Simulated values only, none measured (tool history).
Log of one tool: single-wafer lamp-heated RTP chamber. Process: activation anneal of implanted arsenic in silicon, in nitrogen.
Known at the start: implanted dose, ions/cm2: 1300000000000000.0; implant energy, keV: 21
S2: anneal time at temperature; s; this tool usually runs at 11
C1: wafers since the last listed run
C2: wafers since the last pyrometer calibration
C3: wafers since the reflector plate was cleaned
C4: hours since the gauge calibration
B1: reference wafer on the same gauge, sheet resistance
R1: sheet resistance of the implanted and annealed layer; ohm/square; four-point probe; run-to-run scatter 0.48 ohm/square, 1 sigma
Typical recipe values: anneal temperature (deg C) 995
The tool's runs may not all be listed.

run 1 hour=0 | anneal_temperature_(deg_C)=995 S2=11 | C1=0 C2=2185 C3=800 C4=451.6 | B1=99.01 | R1=117.19
run 2 hour=12.3 | anneal_temperature_(deg_C)=995 S2=11 | C1=112 C2=2298 C3=912 C4=463.9 | B1=98.87 | R1=115.97
-- hour=54.4 pyrometer window cleaned and pyrometer calibrated
run 3 hour=54.9 | anneal_temperature_(deg_C)=995 S2=11 | C1=316 C2=4 C3=1229 C4=506.5 | B1=98.96 | R1=120.15
run 4 hour=65.2 | anneal_temperature_(deg_C)=995 S2=11 | C1=94 C2=98 C3=1323 C4=516.8 | B1=99.12 | R1=119.9
run 5 hour=81.7 | anneal_temperature_(deg_C)=995 S2=11 | C1=150 C2=249 C3=1474 C4=533.3 | B1=99.04 | R1=119.52
run 6 hour=111 | anneal_temperature_(deg_C)=995 S2=11 | C1=268 C2=517 C3=1742 C4=562.6 | B1=99.02 | R1=119.54
run 7 hour=142.6 | anneal_temperature_(deg_C)=995 S2=11 | C1=289 C2=807 C3=2031 C4=594.2 | B1=99.02 | R1=117.57
run 8 hour=168.4 | anneal_temperature_(deg_C)=995 S2=11 | C1=236 C2=1043 C3=2268 C4=620 | B1=99.03 | R1=116.98
run 9 hour=201.5 | anneal_temperature_(deg_C)=995 S2=16 | C1=302 C2=1346 C3=2570 C4=653.1 | B1=98.91 | R1=113.18
run 10 hour=233.5 | anneal_temperature_(deg_C)=973 S2=11 | C1=292 C2=1638 C3=2863 C4=685.1 | B1=99.04 | R1=125.42
run 11 hour=248.8 | anneal_temperature_(deg_C)=995 S2=14 | C1=140 C2=1778 C3=3003 C4=700.4 | B1=99.04 | R1=112.97
-- hour=263.4 reflector plate cleaned
-- hour=274.8 gauge calibrated
-- hour=306.3 pyrometer window cleaned and pyrometer calibrated
run 12 hour=348.3 | anneal_temperature_(deg_C)=986 S2=16 | C1=764 C2=384 C3=703 C4=73.5 | B1=99.01 | R1=119.93
run 13 hour=367.5 | anneal_temperature_(deg_C)=1022 S2=13 | C1=175 C2=560 C3=879 C4=92.7 | B1=99.13 | R1=109.84

What does the tool deliver on the next run?
run 14 hour=386.6 | anneal_temperature_(deg_C)=995 S2=9 | C1=174 C2=735 C3=1054 C4=111.8 | B1=? | R1=?

B1: 98.84
R1: 123.13 ohm/square
With no hidden state in the tool, this same run would have given R1 125.49 ohm/square.

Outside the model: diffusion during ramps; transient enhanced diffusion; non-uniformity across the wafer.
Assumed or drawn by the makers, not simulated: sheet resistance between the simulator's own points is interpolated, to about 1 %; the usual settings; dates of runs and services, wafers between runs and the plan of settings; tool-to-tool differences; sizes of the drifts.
